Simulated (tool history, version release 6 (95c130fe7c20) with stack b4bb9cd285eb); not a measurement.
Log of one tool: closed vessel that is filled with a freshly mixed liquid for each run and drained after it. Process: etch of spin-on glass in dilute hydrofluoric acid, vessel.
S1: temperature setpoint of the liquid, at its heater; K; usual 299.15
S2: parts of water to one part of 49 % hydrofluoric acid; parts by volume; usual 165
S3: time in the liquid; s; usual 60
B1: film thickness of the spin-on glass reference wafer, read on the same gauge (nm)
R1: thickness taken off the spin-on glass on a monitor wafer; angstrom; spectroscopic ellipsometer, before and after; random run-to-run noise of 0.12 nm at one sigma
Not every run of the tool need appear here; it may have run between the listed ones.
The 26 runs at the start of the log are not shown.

run	hour	S1	S2	S3	B1	R1
27	826.6	299.15	165	60	70.01	257.7
28	844.1	295.15	165	95	70.03	350.2
29	871.9	299.15	165	60	69.98	259.3
30	899.4	299.15	165	70	70.01	301.3
31	933.7	294.15	105	80	70.01	475.9
32	961.9	296.65	125	80	69.99	433.7
33	990.8	301.65	165	30	69.99	142.2
34	1014.9	299.15	165	60	70.01	257.7
35	1035.1	299.15	165	60	70.02	256.4

What if the next run were any one of these 3? Each begins from the tool's condition after run 35:
A	1035.8	299.15	165	60	?	?
B	1035.8	302.65	225	30	?	?
C	1035.8	300.65	140	75	?	?

run	B1	R1
A	70.01	258.6
B	70.01	100.1
C	70.01	415.2
The same runs, with their run-to-run variation unchanged, on a tool lacking any hidden condition would have given:
run	R1
A	258.6
B	100.1
C	415.2

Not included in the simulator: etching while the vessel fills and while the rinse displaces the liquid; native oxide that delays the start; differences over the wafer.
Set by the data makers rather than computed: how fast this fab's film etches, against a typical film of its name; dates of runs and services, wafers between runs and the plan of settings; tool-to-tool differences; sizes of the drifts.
